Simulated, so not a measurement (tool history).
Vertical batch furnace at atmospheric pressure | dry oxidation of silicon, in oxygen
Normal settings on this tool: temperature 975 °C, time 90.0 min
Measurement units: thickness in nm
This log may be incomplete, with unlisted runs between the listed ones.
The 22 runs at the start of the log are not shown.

run    hour  temperature   time  read-back reference wafer on the same gauge, thickness  thickness
 23  1736.3          975   90.0                                                   61.18      57.22
 24  1798.9          992  105.5                                                   61.14      72.21
     1836.7  -- gauge calibrated
     1867.1  -- boat lift adjusted
 25  1873.1          981   90.0                                                   61.25      59.44
 26  1978.2          987  117.0                                                   61.26      74.20
 27  2060.4          975   90.0                                                   61.12      57.14
 28  2123.9          967  134.0                                                   61.19      70.01
 29  2172.9          989  126.5                                                   61.17      79.34
     2260.1  -- thermocouples replaced and temperature profile calibrated
 30  2271.4          975   90.0                                                   61.17      57.08
 31  2311.2          975   90.0                                                   61.20      57.20
 32  2392.4          991   59.0                                                   61.13      49.76
 33  2435.0          954   90.0                                                   61.23      48.94
 34  2515.2          955   90.0                                                   61.20      49.35
 35  2572.9          965   90.0                                                   61.20      53.33
 36  2643.5          982  118.0                                                   61.22      72.24
 37  2719.9          975  111.5                                                   61.21      65.83
 38  2785.1          963   60.5                                                   61.28      41.21
 39  2860.0          989   65.5                                                   61.18      51.88
 40  2961.8          965   58.0                                                   61.23      40.47

Each row is a separate what-if for the run after 40, all from the same tool condition, not one after another. Results?
  A  2967.7          975   90.0                                                       ?          ?
  B  2967.7          958   54.5                                                       ?          ?
  C  2967.7          975  109.0                                                       ?          ?

run  read-back reference wafer on the same gauge, thickness  thickness
  A                                                   61.14      57.61
  B                                                   61.14      37.81
  C                                                   61.14      65.32
Had the tool no hidden state, the same runs would have come out as:
run  thickness
  A      57.61
  B      37.81
  C      65.32

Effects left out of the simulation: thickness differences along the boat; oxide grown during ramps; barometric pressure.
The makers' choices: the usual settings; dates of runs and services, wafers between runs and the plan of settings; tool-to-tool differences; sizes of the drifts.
